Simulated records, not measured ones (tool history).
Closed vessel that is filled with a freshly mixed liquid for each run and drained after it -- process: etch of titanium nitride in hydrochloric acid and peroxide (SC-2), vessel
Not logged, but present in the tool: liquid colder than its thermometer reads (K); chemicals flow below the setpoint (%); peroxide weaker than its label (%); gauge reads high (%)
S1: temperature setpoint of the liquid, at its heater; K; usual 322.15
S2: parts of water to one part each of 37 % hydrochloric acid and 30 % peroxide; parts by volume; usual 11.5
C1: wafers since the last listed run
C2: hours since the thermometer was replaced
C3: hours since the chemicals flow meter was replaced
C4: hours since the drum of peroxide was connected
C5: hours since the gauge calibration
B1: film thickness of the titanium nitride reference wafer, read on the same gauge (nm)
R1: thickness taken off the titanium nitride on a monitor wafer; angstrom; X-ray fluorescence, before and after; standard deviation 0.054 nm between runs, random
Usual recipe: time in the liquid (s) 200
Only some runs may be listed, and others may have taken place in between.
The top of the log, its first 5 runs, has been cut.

Run 6, day 5.567: usual settings but time in the liquid (s) 250; C1 2018; C2 1166.3; C3 1135; C4 314; C5 636.3; B1 40. Result: R1 71.2 angstrom.
Run 7, day 7.033: usual settings but time in the liquid (s) 250; C1 2484; C2 1201.5; C3 1170.2; C4 349.2; C5 671.5; B1 39.97. Result: R1 70.4 angstrom.
Run 8, day 7.733: usual settings; C1 1185; C2 1218.3; C3 1187; C4 366; C5 688.3; B1 40. Result: R1 56.1 angstrom.
Run 9, day 8.671: usual settings; C1 1588; C2 1240.8; C3 1209.5; C4 388.5; C5 710.8; B1 40.02. Result: R1 56 angstrom.
At day 9.383: gauge calibrated.
Run 10, day 9.475: usual settings; C1 1362; C2 1260.1; C3 1228.8; C4 407.8; C5 2.2; B1 40.01. Result: R1 56 angstrom.
At day 10.292: thermometer replaced.
Run 11, day 10.738: usual settings but time in the liquid (s) 235; C1 2068; C2 10.7; C3 1259.1; C4 438.1; C5 32.5; B1 40. Result: R1 65.3 angstrom.
Run 12, day 11.667: usual settings but S1 329.15 K; C1 1574; C2 33; C3 1281.4; C4 460.4; C5 54.8; B1 40.02. Result: R1 87.1 angstrom.
Run 13, day 12.529: usual settings but S1 314.15 K; C1 1461; C2 53.7; C3 1302.1; C4 481.1; C5 75.5; B1 40.01. Result: R1 31.6 angstrom.
Run 14, day 13.196: usual settings but S1 327.65 K, S2 16.5 parts by volume; C1 1129; C2 69.7; C3 1318.1; C4 497.1; C5 91.5; B1 39.99. Result: R1 57.2 angstrom.
Run 15, day 14: usual settings but S2 17 parts by volume, time in the liquid (s) 275; C1 1362; C2 89; C3 1337.4; C4 516.4; C5 110.8; B1 40. Result: R1 53.5 angstrom.
Run 16, day 14.762: usual settings but S1 325.65 K; C1 1291; C2 107.3; C3 1355.7; C4 534.7; C5 129.1; B1 40. Result: R1 67.7 angstrom.
Run 17, day 15.504: usual settings but S2 14.5 parts by volume; C1 1256; C2 125.1; C3 1373.5; C4 552.5; C5 146.9; B1 39.98. Result: R1 44.3 angstrom.
Run 18, day 16.392: usual settings; C1 1503; C2 146.4; C3 1394.8; C4 573.8; C5 168.2; B1 40.02. Result: R1 54.3 angstrom.
Run 19, day 16.988: usual settings but time in the liquid (s) 145; C1 1009; C2 160.7; C3 1409.1; C4 588.1; C5 182.5; B1 40. Result: R1 39.2 angstrom.
Run 20, day 18.1: usual settings but time in the liquid (s) 120; C1 1884; C2 187.4; C3 1435.8; C4 614.8; C5 209.2; B1 39.98. Result: R1 32 angstrom.
Run 21, day 18.95: usual settings but time in the liquid (s) 110; C1 1440; C2 207.8; C3 1456.2; C4 635.2; C5 229.6; B1 40. Result: R1 29.2 angstrom.
At day 19.442: new drum of peroxide connected.
Run 22, day 19.679: usual settings; C1 1164; C2 225.3; C3 1473.7; C4 5.7; C5 247.1; B1 40. Result: R1 56.5 angstrom.
At day 19.775: chemicals flow meter replaced.
Run 23, day 21.133: usual settings but S1 313.15 K, S2 15.5 parts by volume, time in the liquid (s) 320; C1 2392; C2 260.2; C3 32.6; C4 40.6; C5 282; B1 39.97. Result: R1 41.1 angstrom.
Run 24, day 22.417: usual settings but S1 329.15 K; C1 2174; C2 291; C3 63.4; C4 71.4; C5 312.8; B1 40.01. Result: R1 98.7 angstrom.
Run 25, day 23.883: usual settings but time in the liquid (s) 130; C1 2484; C2 326.2; C3 98.6; C4 106.6; C5 348; B1 40.02. Result: R1 40.3 angstrom.
Run 26, day 25.054: usual settings but S1 331.15 K; C1 1983; C2 354.3; C3 126.7; C4 134.7; C5 376.1; B1 39.98. Result: R1 110.8 angstrom.
Run 27, day 26.192: usual settings but S1 331.15 K, S2 9.5 parts by volume, time in the liquid (s) 90; C1 1927; C2 381.6; C3 154; C4 162; C5 403.4; B1 39.99. Result: R1 58.2 angstrom.
Run 28, day 27.054: usual settings; C1 1461; C2 402.3; C3 174.7; C4 182.7; C5 424.1; B1 39.99. Result: R1 61.4 angstrom.
Run 29, day 28.179: usual settings but S1 312.15 K, S2 8.5 parts by volume, time in the liquid (s) 95; C1 1905; C2 429.3; C3 201.7; C4 209.7; C5 451.1; B1 40. Result: R1 18.5 angstrom.
Run 30, day 29.15: usual settings but S1 317.15 K, S2 13.5 parts by volume; C1 1644; C2 452.6; C3 225; C4 233; C5 474.4; B1 40. Result: R1 37.1 angstrom.

Below are 3 alternative next runs, each starting from the tool's condition after run 30. Predict each:
Run A, day 29.179: usual settings but S1 318.15 K; C1 49; C2 453.3; C3 225.7; C4 233.7; C5 475.1; B1 ?. Result: R1 ?.
Run B, day 29.179: usual settings but S2 14.5 parts by volume, time in the liquid (s) 105; C1 49; C2 453.3; C3 225.7; C4 233.7; C5 475.1; B1 ?. Result: R1 ?.
Run C, day 29.179: usual settings but S1 325.15 K, S2 17 parts by volume, time in the liquid (s) 135; C1 49; C2 453.3; C3 225.7; C4 233.7; C5 475.1; B1 ?. Result: R1 ?.

run     B1    R1
  A  40.02  46.2
  B  40.02    26
  C  40.02  35.4
With no hidden state in the tool, these same runs would have given:
run    R1
  A  49.1
  B  27.7
  C  37.7

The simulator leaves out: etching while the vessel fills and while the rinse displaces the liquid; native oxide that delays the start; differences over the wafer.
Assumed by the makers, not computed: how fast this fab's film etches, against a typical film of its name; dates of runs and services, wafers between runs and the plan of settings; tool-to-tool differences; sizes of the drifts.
